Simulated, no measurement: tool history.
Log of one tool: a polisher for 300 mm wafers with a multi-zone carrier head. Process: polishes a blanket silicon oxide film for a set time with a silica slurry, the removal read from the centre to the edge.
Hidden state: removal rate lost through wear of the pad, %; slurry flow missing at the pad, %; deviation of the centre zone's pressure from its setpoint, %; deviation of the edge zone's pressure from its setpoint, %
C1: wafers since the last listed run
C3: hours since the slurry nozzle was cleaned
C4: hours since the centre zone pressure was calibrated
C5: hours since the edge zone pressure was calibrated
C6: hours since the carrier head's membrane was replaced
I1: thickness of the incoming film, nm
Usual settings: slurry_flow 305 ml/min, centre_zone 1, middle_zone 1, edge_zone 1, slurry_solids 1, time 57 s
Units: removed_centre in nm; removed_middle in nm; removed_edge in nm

run 1 hour=0 | slurry_flow=305 centre_zone=1 middle_zone=1 edge_zone=1 slurry_solids=1 time=65 | C1=0 wafers_polished_on_this_pad=1139 C3=1.5 C4=902 C5=1170.3 C6=15.3 | I1=984 | removed_centre=137.4 removed_middle=145.1 removed_edge=152.2
-- hour=12.8 worn pad replaced by a new one
run 2 hour=37.2 | slurry_flow=215 centre_zone=1 middle_zone=1 edge_zone=1.1 slurry_solids=1.15 time=57 | C1=393 wafers_polished_on_this_pad=289 C3=38.7 C4=939.2 C5=1207.5 C6=52.5 | I1=981.3 | removed_centre=120.9 removed_middle=129.6 removed_edge=140.1
run 3 hour=53.4 | slurry_flow=245 centre_zone=1 middle_zone=1 edge_zone=1.11 slurry_solids=1.15 time=57 | C1=192 wafers_polished_on_this_pad=481 C3=54.9 C4=955.4 C5=1223.7 C6=68.7 | I1=1010.9 | removed_centre=122.6 removed_middle=132.4 removed_edge=143.4
run 4 hour=61.5 | slurry_flow=305 centre_zone=1 middle_zone=1 edge_zone=1 slurry_solids=1.25 time=38 | C1=96 wafers_polished_on_this_pad=577 C3=63 C4=963.5 C5=1231.8 C6=76.8 | I1=999.2 | removed_centre=87.1 removed_middle=92 removed_edge=94.2
run 5 hour=74.6 | slurry_flow=305 centre_zone=0.9 middle_zone=1.08 edge_zone=1 slurry_solids=0.75 time=57 | C1=155 wafers_polished_on_this_pad=732 C3=76.1 C4=976.6 C5=1244.9 C6=89.9 | I1=996.6 | removed_centre=96.3 removed_middle=122.2 removed_edge=118.8
run 6 hour=83.3 | slurry_flow=305 centre_zone=1 middle_zone=1.04 edge_zone=1 slurry_solids=1 time=57 | C1=103 wafers_polished_on_this_pad=835 C3=84.8 C4=985.3 C5=1253.6 C6=98.6 | I1=981.1 | removed_centre=118.6 removed_middle=128.1 removed_edge=131.7
run 7 hour=89.7 | slurry_flow=305 centre_zone=1.06 middle_zone=1 edge_zone=1 slurry_solids=0.75 time=57 | C1=75 wafers_polished_on_this_pad=911 C3=91.2 C4=991.7 C5=1260 C6=105 | I1=1005.6 | removed_centre=111.5 removed_middle=115.5 removed_edge=116.7
-- hour=106.1 worn pad replaced by a new one
run 8 hour=106.6 | slurry_flow=305 centre_zone=1.07 middle_zone=1 edge_zone=1 slurry_solids=1 time=57 | C1=152 wafers_polished_on_this_pad=5 C3=108.1 C4=1008.6 C5=1276.9 C6=121.9 | I1=978.1 | removed_centre=126.1 removed_middle=123 removed_edge=132.4
run 9 hour=117.4 | slurry_flow=215 centre_zone=1 middle_zone=1 edge_zone=1.1 slurry_solids=1.15 time=57 | C1=128 wafers_polished_on_this_pad=133 C3=118.9 C4=1019.4 C5=1287.7 C6=132.7 | I1=999.4 | removed_centre=117.4 removed_middle=125.2 removed_edge=137
-- hour=123.7 edge zone pressure recalibrated
run 10 hour=127.8 | slurry_flow=305 centre_zone=1.04 middle_zone=1 edge_zone=0.9 slurry_solids=1 time=57 | C1=99 wafers_polished_on_this_pad=233 C3=129.3 C4=1029.8 C5=4.1 C6=143.1 | I1=990.2 | removed_centre=120.2 removed_middle=125.5 removed_edge=123.8
run 11 hour=135.7 | slurry_flow=305 centre_zone=1 middle_zone=1 edge_zone=0.93 slurry_solids=1.3 time=57 | C1=93 wafers_polished_on_this_pad=326 C3=137.2 C4=1037.7 C5=12 C6=151 | I1=980.4 | removed_centre=128.7 removed_middle=135.7 removed_edge=138.6
-- hour=147.9 centre zone pressure recalibrated
run 12 hour=148.4 | slurry_flow=305 centre_zone=1 middle_zone=1.07 edge_zone=1 slurry_solids=1 time=44 | C1=126 wafers_polished_on_this_pad=453 C3=149.9 C4=0.5 C5=24.7 C6=163.7 | I1=985 | removed_centre=98.3 removed_middle=100.7 removed_edge=100.5
run 13 hour=161.5 | slurry_flow=305 centre_zone=0.92 middle_zone=1 edge_zone=1 slurry_solids=1.1 time=57 | C1=155 wafers_polished_on_this_pad=609 C3=163 C4=13.6 C5=37.8 C6=176.8 | I1=998.2 | removed_centre=121.1 removed_middle=130.9 removed_edge=136.7
run 14 hour=175 | slurry_flow=305 centre_zone=0.95 middle_zone=0.94 edge_zone=0.89 slurry_solids=1 time=74 | C1=160 wafers_polished_on_this_pad=769 C3=176.5 C4=27.1 C5=51.3 C6=190.3 | I1=982.8 | removed_centre=154.5 removed_middle=150.1 removed_edge=161
run 15 hour=189.8 | slurry_flow=305 centre_zone=1.03 middle_zone=1 edge_zone=0.89 slurry_solids=1 time=57 | C1=175 wafers_polished_on_this_pad=944 C3=191.3 C4=41.9 C5=66.1 C6=205.1 | I1=986.5 | removed_centre=128.2 removed_middle=122.7 removed_edge=123.4
run 16 hour=201.5 | slurry_flow=305 centre_zone=1 middle_zone=1 edge_zone=1 slurry_solids=1 time=57 | C1=138 wafers_polished_on_this_pad=1083 C3=203 C4=53.6 C5=77.8 C6=216.8 | I1=988.9 | removed_centre=125.3 removed_middle=124.6 removed_edge=131.4
-- hour=206.6 worn pad replaced by a new one
run 17 hour=216.2 | slurry_flow=275 centre_zone=0.94 middle_zone=1 edge_zone=1 slurry_solids=1 time=57 | C1=126 wafers_polished_on_this_pad=113 C3=217.7 C4=68.3 C5=92.5 C6=231.5 | I1=986.7 | removed_centre=117 removed_middle=124.6 removed_edge=127.4
run 18 hour=233.4 | slurry_flow=305 centre_zone=1 middle_zone=1.11 edge_zone=1 slurry_solids=1 time=57 | C1=203 wafers_polished_on_this_pad=317 C3=234.9 C4=85.5 C5=109.7 C6=248.7 | I1=976.7 | removed_centre=123.2 removed_middle=137.9 removed_edge=128.7
run 19 hour=249.4 | slurry_flow=305 centre_zone=1 middle_zone=1 edge_zone=1.08 slurry_solids=1 time=57 | C1=189 wafers_polished_on_this_pad=507 C3=250.9 C4=101.5 C5=125.7 C6=264.7 | I1=987.6 | removed_centre=122.6 removed_middle=123.6 removed_edge=134.9
run 20 hour=258.4 | slurry_flow=305 centre_zone=1 middle_zone=0.94 edge_zone=1.11 slurry_solids=1 time=57 | C1=106 wafers_polished_on_this_pad=614 C3=259.9 C4=110.5 C5=134.7 C6=273.7 | I1=998.1 | removed_centre=121.2 removed_middle=116.8 removed_edge=137.3

5 ways to go on from here, each from the tool as it stands after run 20. What would each give?
run A hour=258.8 | slurry_flow=305 centre_zone=1 middle_zone=1 edge_zone=1 slurry_solids=1.2 time=57 | C1=4 wafers_polished_on_this_pad=619 C3=260.3 C4=110.9 C5=135.1 C6=274.1 | I1=978 | removed_centre=? removed_middle=? removed_edge=?
run B hour=258.8 | slurry_flow=305 centre_zone=1 middle_zone=1 edge_zone=1.06 slurry_solids=0.9 time=63 | C1=4 wafers_polished_on_this_pad=619 C3=260.3 C4=110.9 C5=135.1 C6=274.1 | I1=978 | removed_centre=? removed_middle=? removed_edge=?
run C hour=258.8 | slurry_flow=205 centre_zone=1 middle_zone=0.96 edge_zone=1 slurry_solids=1 time=57 | C1=4 wafers_polished_on_this_pad=619 C3=260.3 C4=110.9 C5=135.1 C6=274.1 | I1=978 | removed_centre=? removed_middle=? removed_edge=?
run D hour=258.8 | slurry_flow=305 centre_zone=0.93 middle_zone=1 edge_zone=1.07 slurry_solids=0.85 time=57 | C1=4 wafers_polished_on_this_pad=619 C3=260.3 C4=110.9 C5=135.1 C6=274.1 | I1=978 | removed_centre=? removed_middle=? removed_edge=?
run E hour=258.8 | slurry_flow=245 centre_zone=1 middle_zone=1 edge_zone=1 slurry_solids=0.9 time=57 | C1=4 wafers_polished_on_this_pad=619 C3=260.3 C4=110.9 C5=135.1 C6=274.1 | I1=978 | removed_centre=? removed_middle=? removed_edge=?

run=A removed_centre=130.5 removed_middle=130.1 removed_edge=137.8
run=B removed_centre=129.4 removed_middle=128.9 removed_edge=140.5
run=C removed_centre=111.2 removed_middle=108.2 removed_edge=121.5
run=D removed_centre=107.3 removed_middle=114 removed_edge=124.8
run=E removed_centre=111.9 removed_middle=112 removed_edge=120
Without the tool's hidden state the same runs would have given:
run=A removed_centre=139.3 removed_middle=136.8 removed_edge=143.2
run=B removed_centre=138 removed_middle=135.6 removed_edge=146
run=C removed_centre=122.5 removed_middle=117 removed_edge=128.5
run=D removed_centre=114.5 removed_middle=119.9 removed_edge=129.7
run=E removed_centre=121.3 removed_middle=119.5 removed_edge=125.8

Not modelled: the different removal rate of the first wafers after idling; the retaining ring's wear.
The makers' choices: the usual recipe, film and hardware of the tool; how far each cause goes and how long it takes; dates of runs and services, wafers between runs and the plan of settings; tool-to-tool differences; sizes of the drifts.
